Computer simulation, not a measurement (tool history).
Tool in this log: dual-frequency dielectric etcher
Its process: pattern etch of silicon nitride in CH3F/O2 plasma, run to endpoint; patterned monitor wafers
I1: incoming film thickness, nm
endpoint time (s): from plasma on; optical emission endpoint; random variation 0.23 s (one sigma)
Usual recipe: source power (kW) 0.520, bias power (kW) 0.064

{"run": 1, "hour": 0.0, "source power (kW)": 0.57, "bias power (kW)": 0.064, "I1": 70.3, "endpoint time (s)": 74.9}
{"run": 2, "hour": 32.7, "source power (kW)": 0.52, "bias power (kW)": 0.072, "I1": 71.3, "endpoint time (s)": 74.6}
{"run": 3, "hour": 90.5, "source power (kW)": 0.52, "bias power (kW)": 0.064, "I1": 70.8, "endpoint time (s)": 77.8}
{"run": 4, "hour": 217.1, "source power (kW)": 0.52, "bias power (kW)": 0.064, "I1": 71.4, "endpoint time (s)": 78.5}
{"hour": 283.3, "done": "wet clean of the chamber"}
{"run": 5, "hour": 283.8, "source power (kW)": 0.52, "bias power (kW)": 0.064, "I1": 70.6, "endpoint time (s)": 77.1}
{"run": 6, "hour": 302.6, "source power (kW)": 0.52, "bias power (kW)": 0.075, "I1": 70.9, "endpoint time (s)": 72.7}
{"run": 7, "hour": 334.3, "source power (kW)": 0.52, "bias power (kW)": 0.075, "I1": 70.9, "endpoint time (s)": 72.7}
{"run": 8, "hour": 371.1, "source power (kW)": 0.52, "bias power (kW)": 0.069, "I1": 71.3, "endpoint time (s)": 75.8}
{"run": 9, "hour": 417.9, "source power (kW)": 0.52, "bias power (kW)": 0.069, "I1": 70.5, "endpoint time (s)": 75.0}
{"run": 10, "hour": 447.7, "source power (kW)": 0.52, "bias power (kW)": 0.069, "I1": 70.7, "endpoint time (s)": 75.5}
{"hour": 454.8, "done": "source power generator calibrated"}
{"hour": 456.9, "done": "bias power generator calibrated"}
{"run": 11, "hour": 477.6, "source power (kW)": 0.52, "bias power (kW)": 0.064, "I1": 70.3, "endpoint time (s)": 75.3}
{"run": 12, "hour": 530.4, "source power (kW)": 0.52, "bias power (kW)": 0.064, "I1": 70.1, "endpoint time (s)": 76.1}
{"run": 13, "hour": 598.4, "source power (kW)": 0.52, "bias power (kW)": 0.064, "I1": 70.9, "endpoint time (s)": 76.7}
{"run": 14, "hour": 626.4, "source power (kW)": 0.47, "bias power (kW)": 0.054, "I1": 70.8, "endpoint time (s)": 85.0}
{"hour": 670.8, "done": "wet clean of the chamber"}
{"run": 15, "hour": 671.3, "source power (kW)": 0.52, "bias power (kW)": 0.064, "I1": 70.9, "endpoint time (s)": 76.3}
{"run": 16, "hour": 695.1, "source power (kW)": 0.52, "bias power (kW)": 0.069, "I1": 71.4, "endpoint time (s)": 74.7}
{"run": 17, "hour": 756.1, "source power (kW)": 0.47, "bias power (kW)": 0.074, "I1": 70.7, "endpoint time (s)": 74.9}
{"run": 18, "hour": 819.7, "source power (kW)": 0.64, "bias power (kW)": 0.074, "I1": 71.2, "endpoint time (s)": 68.4}
{"hour": 874.5, "done": "upper electrode replaced"}
{"run": 19, "hour": 875.0, "source power (kW)": 0.52, "bias power (kW)": 0.064, "I1": 70.4, "endpoint time (s)": 76.6}
{"run": 20, "hour": 900.5, "source power (kW)": 0.63, "bias power (kW)": 0.048, "I1": 71.0, "endpoint time (s)": 80.0}
{"run": 21, "hour": 960.4, "source power (kW)": 0.52, "bias power (kW)": 0.064, "I1": 71.5, "endpoint time (s)": 78.2}
{"run": 22, "hour": 1020.2, "source power (kW)": 0.59, "bias power (kW)": 0.07, "I1": 71.6, "endpoint time (s)": 72.4}
{"run": 23, "hour": 1074.3, "source power (kW)": 0.48, "bias power (kW)": 0.069, "I1": 71.0, "endpoint time (s)": 77.9}
{"hour": 1109.4, "done": "wet clean of the chamber"}
{"run": 24, "hour": 1119.1, "source power (kW)": 0.52, "bias power (kW)": 0.052, "I1": 70.4, "endpoint time (s)": 82.2}
{"run": 25, "hour": 1161.5, "source power (kW)": 0.42, "bias power (kW)": 0.076, "I1": 71.0, "endpoint time (s)": 78.0}
{"run": 26, "hour": 1212.9, "source power (kW)": 0.52, "bias power (kW)": 0.064, "I1": 70.3, "endpoint time (s)": 76.6}
{"run": 27, "hour": 1274.3, "source power (kW)": 0.52, "bias power (kW)": 0.068, "I1": 71.2, "endpoint time (s)": 76.2}
{"run": 28, "hour": 1321.6, "source power (kW)": 0.52, "bias power (kW)": 0.064, "I1": 70.6, "endpoint time (s)": 77.4}

Pick out some run-to-run changes in endpoint time (s). Of each, how much would a tool without hidden state show as well, from the settings, what came in and chance, and how much is left for the hidden state and any gauge scatter not in both results compared?
Unlogged tool condition in this case: etch rate over this chamber's usual, %; source power that arrives over what is set, %; bias power that arrives over what is set, %.
Run 10 -> 11: bias power (kW) 0.069 -> 0.064, source power generator calibrated, bias power generator calibrated. endpoint time (s) -0.2: hidden state -1.3, all else +1.1.
Run 13 -> 14: source power (kW) 0.520 -> 0.470, bias power (kW) 0.064 -> 0.054. endpoint time (s) +8.3: hidden state +0.4, all else +7.9.
Run 14 -> 15: source power (kW) 0.470 -> 0.520, bias power (kW) 0.054 -> 0.064, wet clean of the chamber. endpoint time (s) -8.7: hidden state -1.1, all else -7.6.
